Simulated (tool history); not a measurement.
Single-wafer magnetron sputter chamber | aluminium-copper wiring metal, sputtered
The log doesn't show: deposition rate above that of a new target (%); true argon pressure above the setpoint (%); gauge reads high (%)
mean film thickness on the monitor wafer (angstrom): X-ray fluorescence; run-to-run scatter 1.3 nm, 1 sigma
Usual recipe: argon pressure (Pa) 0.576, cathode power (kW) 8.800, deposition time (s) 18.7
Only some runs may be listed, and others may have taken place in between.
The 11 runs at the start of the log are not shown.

run	hour	argon pressure (Pa)	cathode power (kW)	deposition time (s)	wafers since the last listed run	wafers on the sputter target	hours since the last manometer calibration	hours since the magnet pack was replaced	hours since the gauge calibration	read-back reference wafer on the same gauge, thickness_nm	mean film thickness on the monitor wafer (angstrom)
12	780.3	0.428	8.800	18.7	2364	11376	486.3	10015.7	752.7	249.898	2681.92
13	848.9	0.493	9.650	18.7	2333	13710	554.9	10084.3	821.3	250.103	2753.05
14	874.4	0.764	10.900	16.4	867	14577	580.4	10109.8	846.8	250.432	2297.49
# hour 883.0: magnet pack replaced
# hour 906.8: sputter target and shields replaced
15	936.6	0.576	8.800	18.7	1571	1013	642.6	53.6	909.0	250.072	2482.76
16	978.7	0.706	7.500	22.3	1432	2445	684.7	95.7	951.1	249.840	2319.17
17	1015.9	0.576	8.800	18.7	1265	3711	721.9	132.9	988.3	250.192	2465.07
18	1062.7	0.576	8.800	18.7	1592	5303	768.7	179.7	1035.1	250.080	2434.72
19	1110.6	0.463	7.800	18.7	1629	6933	816.6	227.6	1083.0	250.222	2352.35
20	1152.3	0.365	7.850	20.2	1418	8352	858.3	269.3	1124.7	250.338	2688.50
21	1178.3	0.576	8.800	15.9	884	9236	884.3	295.3	1150.7	249.780	2049.25
22	1241.8	0.643	10.100	15.6	2160	11397	947.8	358.8	1214.2	249.920	2170.93
23	1268.1	0.576	8.800	18.7	894	12291	974.1	385.1	1240.5	249.830	2374.99
# hour 1301.4: capacitance manometer re-zeroed and calibrated
24	1332.8	0.649	8.150	15.8	1929	14220	31.4	449.8	1305.2	250.143	1825.43
25	1369.2	0.576	8.800	18.7	1238	15459	67.8	486.2	1341.6	250.259	2438.20
26	1411.9	0.740	7.600	20.0	1452	16912	110.5	528.9	1384.3	249.936	2061.10
# hour 1437.5: sputter target and shields replaced
27	1449.6	0.770	9.600	15.1	1010	410	148.2	566.6	1422.0	249.676	1959.28
28	1518.7	0.764	7.150	22.2	2350	2761	217.3	635.7	1491.1	249.596	2171.41
29	1546.9	0.576	8.800	18.7	959	3720	245.5	663.9	1519.3	250.186	2485.15
30	1592.8	0.576	8.800	18.7	1561	5282	291.4	709.8	1565.2	249.697	2461.23
31	1630.8	0.494	10.400	20.0	1292	6575	329.4	747.8	1603.2	250.060	3233.42
32	1696.9	0.366	7.400	16.4	2248	8824	395.5	813.9	1669.3	249.858	2084.81
33	1733.5	0.698	7.450	16.9	1245	10069	432.1	850.5	1705.9	250.426	1747.33

5 ways to go on from here, each from the tool as it stands after run 33. What would each give?
A	1733.9	0.576	8.800	15.8	13	10082	432.5	850.9	1706.3	?	?
B	1733.9	0.655	10.950	22.2	13	10082	432.5	850.9	1706.3	?	?
C	1733.9	0.576	10.850	22.2	13	10082	432.5	850.9	1706.3	?	?
D	1733.9	0.576	7.050	21.6	13	10082	432.5	850.9	1706.3	?	?
E	1733.9	0.576	10.950	22.2	13	10082	432.5	850.9	1706.3	?	?

run	read-back reference wafer on the same gauge, thickness_nm	mean film thickness on the monitor wafer (angstrom)
A	249.921	2065.40
B	249.921	3407.53
C	249.921	3551.86
D	249.921	2283.84
E	249.921	3583.56
With the hidden condition removed and each run's random variation left untouched, the same runs would have given:
run	mean film thickness on the monitor wafer (angstrom)
A	2158.63
B	3572.18
C	3712.19
D	2386.93
E	3745.32

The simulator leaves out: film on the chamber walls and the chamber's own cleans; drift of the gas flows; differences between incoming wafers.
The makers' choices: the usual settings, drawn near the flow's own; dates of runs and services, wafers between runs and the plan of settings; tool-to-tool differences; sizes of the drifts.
